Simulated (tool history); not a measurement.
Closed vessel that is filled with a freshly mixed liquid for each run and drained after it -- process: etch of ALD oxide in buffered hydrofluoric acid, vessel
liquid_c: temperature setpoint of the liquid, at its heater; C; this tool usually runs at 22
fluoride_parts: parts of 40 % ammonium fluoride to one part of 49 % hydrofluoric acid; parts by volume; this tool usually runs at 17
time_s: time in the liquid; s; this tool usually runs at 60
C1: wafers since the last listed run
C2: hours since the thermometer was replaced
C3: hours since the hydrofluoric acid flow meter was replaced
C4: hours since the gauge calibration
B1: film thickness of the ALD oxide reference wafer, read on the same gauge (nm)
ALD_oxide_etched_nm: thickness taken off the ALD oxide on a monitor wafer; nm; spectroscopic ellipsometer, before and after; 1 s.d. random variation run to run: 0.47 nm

run 1 day=0 | liquid_c=25 fluoride_parts=17 time_s=60 | C1=0 C2=1418 C3=1507.2 C4=1739.3 | B1=89.97 | ALD_oxide_etched_nm=101.44
run 2 day=4.617 | liquid_c=20 fluoride_parts=17 time_s=60 | C1=13430 C2=1528.8 C3=1618 C4=1850.1 | B1=90 | ALD_oxide_etched_nm=77.41
run 3 day=6.471 | liquid_c=20 fluoride_parts=17 time_s=60 | C1=5393 C2=1573.3 C3=1662.5 C4=1894.6 | B1=89.99 | ALD_oxide_etched_nm=76.39
-- day=8.329 thermometer replaced
run 4 day=8.567 | liquid_c=20 fluoride_parts=17 time_s=60 | C1=5975 C2=5.7 C3=1712.8 C4=1944.9 | B1=90.02 | ALD_oxide_etched_nm=78.21
run 5 day=10.783 | liquid_c=22 fluoride_parts=17 time_s=45 | C1=6448 C2=58.9 C3=1766 C4=1998.1 | B1=89.99 | ALD_oxide_etched_nm=65.25
run 6 day=11.921 | liquid_c=22 fluoride_parts=17 time_s=45 | C1=3309 C2=86.2 C3=1793.3 C4=2025.4 | B1=89.99 | ALD_oxide_etched_nm=64.28
run 7 day=14.875 | liquid_c=22 fluoride_parts=17 time_s=60 | C1=8593 C2=157.1 C3=1864.2 C4=2096.3 | B1=90.01 | ALD_oxide_etched_nm=86.68
run 8 day=16.508 | liquid_c=22 fluoride_parts=17 time_s=60 | C1=4751 C2=196.3 C3=1903.4 C4=2135.5 | B1=89.99 | ALD_oxide_etched_nm=85.96
-- day=16.704 gauge calibrated
run 9 day=17.608 | liquid_c=22 fluoride_parts=15.5 time_s=60 | C1=3199 C2=222.7 C3=1929.8 C4=21.7 | B1=90.01 | ALD_oxide_etched_nm=94.74
run 10 day=19.242 | liquid_c=22 fluoride_parts=15.5 time_s=60 | C1=4751 C2=261.9 C3=1969 C4=60.9 | B1=90.03 | ALD_oxide_etched_nm=93.9
run 11 day=21.867 | liquid_c=22 fluoride_parts=15.5 time_s=60 | C1=7636 C2=324.9 C3=2032 C4=123.9 | B1=89.98 | ALD_oxide_etched_nm=94.37
run 12 day=22.921 | liquid_c=22 fluoride_parts=17 time_s=60 | C1=3066 C2=350.2 C3=2057.3 C4=149.2 | B1=90.02 | ALD_oxide_etched_nm=85.83
run 13 day=25.571 | liquid_c=23.5 fluoride_parts=17 time_s=30 | C1=7709 C2=413.8 C3=2120.9 C4=212.8 | B1=90.01 | ALD_oxide_etched_nm=46.76
run 14 day=27.692 | liquid_c=20.5 fluoride_parts=17 time_s=60 | C1=6169 C2=464.7 C3=2171.8 C4=263.7 | B1=90.04 | ALD_oxide_etched_nm=79.41
run 15 day=29.175 | liquid_c=22 fluoride_parts=23 time_s=90 | C1=4315 C2=500.3 C3=2207.4 C4=299.3 | B1=89.98 | ALD_oxide_etched_nm=100.44
run 16 day=31.938 | liquid_c=23.5 fluoride_parts=17 time_s=60 | C1=8036 C2=566.6 C3=2273.7 C4=365.6 | B1=90.01 | ALD_oxide_etched_nm=93.94
run 17 day=34.354 | liquid_c=20 fluoride_parts=12 time_s=60 | C1=7030 C2=624.6 C3=2331.7 C4=423.6 | B1=90 | ALD_oxide_etched_nm=107.68
run 18 day=37.188 | liquid_c=26.5 fluoride_parts=17 time_s=60 | C1=8242 C2=692.6 C3=2399.7 C4=491.6 | B1=90.02 | ALD_oxide_etched_nm=110.17
run 19 day=38.288 | liquid_c=22 fluoride_parts=14 time_s=35 | C1=3199 C2=719 C3=2426.1 C4=518 | B1=90.03 | ALD_oxide_etched_nm=61.14
run 20 day=40.371 | liquid_c=17.5 fluoride_parts=24 time_s=60 | C1=6060 C2=769 C3=2476.1 C4=568 | B1=90 | ALD_oxide_etched_nm=49.99
run 21 day=43.329 | liquid_c=20 fluoride_parts=23 time_s=85 | C1=8606 C2=840 C3=2547.1 C4=639 | B1=90 | ALD_oxide_etched_nm=83.92
-- day=43.4 hydrofluoric acid flow meter replaced
run 22 day=45.354 | liquid_c=19 fluoride_parts=11 time_s=30 | C1=5769 C2=888.6 C3=46.9 C4=687.6 | B1=90.02 | ALD_oxide_etched_nm=56.89
run 23 day=47.967 | liquid_c=23.5 fluoride_parts=13 time_s=60 | C1=7599 C2=951.3 C3=109.6 C4=750.3 | B1=90.02 | ALD_oxide_etched_nm=123.17
run 24 day=50.138 | liquid_c=22 fluoride_parts=17 time_s=45 | C1=6315 C2=1003.4 C3=161.7 C4=802.4 | B1=90.03 | ALD_oxide_etched_nm=65.61
run 25 day=52.7 | liquid_c=22 fluoride_parts=20 time_s=60 | C1=7454 C2=1064.9 C3=223.2 C4=863.9 | B1=90.03 | ALD_oxide_etched_nm=74.47
run 26 day=56.525 | liquid_c=22 fluoride_parts=21 time_s=60 | C1=11127 C2=1156.7 C3=315 C4=955.7 | B1=89.96 | ALD_oxide_etched_nm=71.78
run 27 day=58.325 | liquid_c=24.5 fluoride_parts=13 time_s=75 | C1=5236 C2=1199.9 C3=358.2 C4=998.9 | B1=89.98 | ALD_oxide_etched_nm=162.22
run 28 day=60.838 | liquid_c=22 fluoride_parts=17 time_s=60 | C1=7309 C2=1260.2 C3=418.5 C4=1059.2 | B1=89.99 | ALD_oxide_etched_nm=86.76
run 29 day=62.917 | liquid_c=22 fluoride_parts=14 time_s=60 | C1=6048 C2=1310.1 C3=468.4 C4=1109.1 | B1=90 | ALD_oxide_etched_nm=106.4
run 30 day=65.017 | liquid_c=22 fluoride_parts=17 time_s=60 | C1=6109 C2=1360.5 C3=518.8 C4=1159.5 | B1=90.01 | ALD_oxide_etched_nm=86.68
run 31 day=66.292 | liquid_c=26 fluoride_parts=17 time_s=95 | C1=3709 C2=1391.1 C3=549.4 C4=1190.1 | B1=90 | ALD_oxide_etched_nm=170.35
run 32 day=68.712 | liquid_c=20 fluoride_parts=14 time_s=35 | C1=7042 C2=1449.2 C3=607.5 C4=1248.2 | B1=90 | ALD_oxide_etched_nm=55.45
run 33 day=69.896 | liquid_c=17 fluoride_parts=13.5 time_s=40 | C1=3442 C2=1477.6 C3=635.9 C4=1276.6 | B1=90 | ALD_oxide_etched_nm=54.8

Branching from run 33: 5 alternative next runs. What would each branch give?
run A day=69.925 | liquid_c=22 fluoride_parts=17 time_s=40 | C1=84 C2=1478.3 C3=636.6 C4=1277.3 | B1=? | ALD_oxide_etched_nm=?
run B day=69.925 | liquid_c=22 fluoride_parts=22.5 time_s=60 | C1=84 C2=1478.3 C3=636.6 C4=1277.3 | B1=? | ALD_oxide_etched_nm=?
run C day=69.925 | liquid_c=18 fluoride_parts=17 time_s=60 | C1=84 C2=1478.3 C3=636.6 C4=1277.3 | B1=? | ALD_oxide_etched_nm=?
run D day=69.925 | liquid_c=20 fluoride_parts=12 time_s=80 | C1=84 C2=1478.3 C3=636.6 C4=1277.3 | B1=? | ALD_oxide_etched_nm=?
run E day=69.925 | liquid_c=24.5 fluoride_parts=24 time_s=95 | C1=84 C2=1478.3 C3=636.6 C4=1277.3 | B1=? | ALD_oxide_etched_nm=?

run=A B1=90.02 ALD_oxide_etched_nm=58.28
run=B B1=90.02 ALD_oxide_etched_nm=68.84
run=C B1=90.02 ALD_oxide_etched_nm=69.84
run=D B1=90.02 ALD_oxide_etched_nm=146.82
run=E B1=90.02 ALD_oxide_etched_nm=119.66
Without the tool's hidden state the same runs would have given:
run=A ALD_oxide_etched_nm=58.79
run=B ALD_oxide_etched_nm=69.27
run=C ALD_oxide_etched_nm=70.46
run=D ALD_oxide_etched_nm=148.1
run=E ALD_oxide_etched_nm=120.39
